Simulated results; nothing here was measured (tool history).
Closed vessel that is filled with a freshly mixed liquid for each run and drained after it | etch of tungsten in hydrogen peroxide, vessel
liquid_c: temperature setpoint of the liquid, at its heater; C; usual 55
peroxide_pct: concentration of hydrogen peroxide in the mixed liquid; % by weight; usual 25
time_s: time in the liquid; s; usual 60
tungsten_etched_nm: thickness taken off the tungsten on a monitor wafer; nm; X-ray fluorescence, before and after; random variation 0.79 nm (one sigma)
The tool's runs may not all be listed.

run,hour,liquid_c,peroxide_pct,time_s,"read-back film thickness of the tungsten reference wafer, read on the same gauge (nm)",tungsten_etched_nm
1,0,55,25,60,90.04,101.49
2,25.9,55,25,60,90,100.92
3,65,55,30,60,89.99,112.46
4,207,55,25,60,90.01,103.53
5,232.4,60.5,25,60,89.99,142.24
6,294,55,22.5,60,90.02,98.05
7,320.3,55,22.5,60,89.99,97.95
8,344.5,55,22.5,60,90.01,98.77
# hour 414.2: gauge calibrated
9,416.3,55,23,85,90.04,139.58
10,451.2,55,23,85,90,141.68
11,485.4,55,23,85,90,139.53
12,518.2,55,25,60,90,103.57
# hour 535: peroxide flow meter replaced
# hour 540.9: new drum of peroxide connected
13,553.2,59,19,40,90.01,76.38
14,601.9,55,25,60,90,103.74
15,654.2,65,25,60,89.98,184.54
16,722.1,55,29,40,89.99,75.16
# hour 773.6: thermometer replaced
17,782.7,55,27.5,60,90,103.18
18,808.1,64.5,27.5,30,89.99,87.79
19,865.8,61,20,70,89.98,143.51
20,891.6,47,30,90,90,98.35
21,930.4,62.5,21.5,50,89.99,117.65
22,957.4,46,20,60,90.01,51.31
23,987.3,55,25,60,89.98,99.65
# hour 989.5: gauge calibrated
24,1043.3,55,25,90,90,148.49
25,1080.5,45,20,75,89.98,60.16

3 ways to go on from here, each from the tool as it stands after run 25. What would each give?
A,1081.2,55,29,60,?,?
B,1081.2,55,25,95,?,?
C,1081.2,55,27,60,?,?

run,"read-back film thickness of the tungsten reference wafer, read on the same gauge (nm)",tungsten_etched_nm
A,90,106.24
B,90,156.19
C,90,102.51
Without the tool's hidden state the same runs would have given:
run,tungsten_etched_nm
A,102.6
B,150.83
C,99
